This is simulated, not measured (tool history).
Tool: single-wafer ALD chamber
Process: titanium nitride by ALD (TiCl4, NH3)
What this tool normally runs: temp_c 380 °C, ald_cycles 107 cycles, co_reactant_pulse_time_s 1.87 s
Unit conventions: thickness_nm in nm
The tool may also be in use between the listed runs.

run	hour	temp_c	ald_cycles	co_reactant_pulse_time_s	read-back reference wafer on the same gauge, thickness_nm	thickness_nm
1	0.0	371	117	1.87	2.190	2.598
2	34.8	389	107	1.87	2.189	2.425
3	61.1	389	107	1.87	2.188	2.420
4	87.8	380	107	1.87	2.192	2.400
5	113.3	380	107	1.87	2.190	2.412
6	133.6	380	107	1.87	2.191	2.393
7	163.3	380	107	1.87	2.189	2.412
8	195.9	380	107	1.87	2.190	2.407
9	220.0	380	107	1.87	2.191	2.410
# hour 238.2: thermocouple changed; heater temperature recalibrated
10	254.8	380	107	1.87	2.187	2.407
11	267.8	380	107	1.87	2.191	2.399
12	289.9	380	107	1.87	2.191	2.395
13	324.7	380	107	2.27	2.190	2.414
14	339.6	380	94	1.87	2.189	2.111
15	404.1	380	107	1.87	2.190	2.412
16	425.6	380	107	1.87	2.190	2.391
# hour 434.1: gauge calibrated
17	458.8	380	125	1.87	2.190	2.809
18	490.1	380	107	1.87	2.189	2.408
19	510.7	380	118	2.17	2.190	2.667
20	530.4	380	107	2.35	2.188	2.428
21	563.9	393	118	2.50	2.191	2.711
22	584.4	380	116	1.87	2.190	2.597
23	619.8	380	107	1.87	2.191	2.399
24	654.5	380	107	1.87	2.191	2.410

Run 25 comes next. What will it give?
25	667.5	369	122	1.87	?	?

{"run 25": {"read-back reference wafer on the same gauge, thickness_nm": 2.19, "thickness_nm": 2.707}}
If the tool had no hidden condition, the same run with the same run-to-run variation would have returned thickness_nm 2.707 nm.
